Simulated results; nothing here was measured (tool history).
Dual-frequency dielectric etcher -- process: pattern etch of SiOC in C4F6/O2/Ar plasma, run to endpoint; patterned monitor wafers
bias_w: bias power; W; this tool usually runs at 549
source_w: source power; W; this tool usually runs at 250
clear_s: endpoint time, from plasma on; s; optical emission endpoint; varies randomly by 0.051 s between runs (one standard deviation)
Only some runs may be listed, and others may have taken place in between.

run,hour,bias_w,source_w,"incoming incoming film thickness, nm",clear_s
1,0.0,549,250,36.51,12.6
2,71.8,549,250,36.33,12.4
3,117.6,549,250,36.51,12.3
# hour 172.1: wet clean of the chamber
4,258.2,549,250,35.98,12.6
5,326.5,468,250,36.04,13.2
6,362.0,468,250,36.51,13.3
7,392.7,549,250,36.09,12.4
8,423.7,549,250,36.23,12.5
9,476.6,478,250,35.95,12.8
10,535.9,478,250,36.31,12.8
# hour 599.6: wet clean of the chamber
11,600.1,549,250,36.16,12.9
12,609.6,549,230,36.21,13.5
13,655.3,549,230,36.29,13.5
14,699.7,549,250,36.51,12.9
# hour 724.1: source power generator calibrated
# hour 726.0: bias power generator calibrated
15,726.5,549,250,36.22,12.3
16,791.7,549,250,36.23,12.2
17,819.0,639,250,36.22,11.7
18,846.9,549,250,35.96,12.2
19,877.6,443,200,36.47,15.1
20,915.9,653,250,36.43,11.6
# hour 961.2: wet clean of the chamber
21,961.7,415,250,35.99,13.7
22,987.2,452,190,36.17,15.8
23,1025.9,592,220,36.46,13.2
24,1095.8,422,230,36.34,14.2
# hour 1167.7: upper electrode replaced
25,1168.2,505,220,36.21,13.6
26,1217.0,675,250,36.50,11.5
27,1269.8,549,250,36.30,12.1
# hour 1315.7: wet clean of the chamber
28,1316.2,634,210,36.58,13.6
29,1390.5,606,290,36.04,11.1
30,1456.1,549,220,36.30,13.5
31,1526.7,468,250,36.49,13.1
32,1586.5,549,280,36.10,11.5
# hour 1666.5: wet clean of the chamber
33,1667.0,549,210,36.05,14.2

For run 34, what comes out?
34,1706.0,549,250,35.94,?

{"run 34": {"clear_s": 12.7}}
Were there no unlogged condition in the tool, this run, its random variation unchanged, would have produced clear_s 12.4 s.
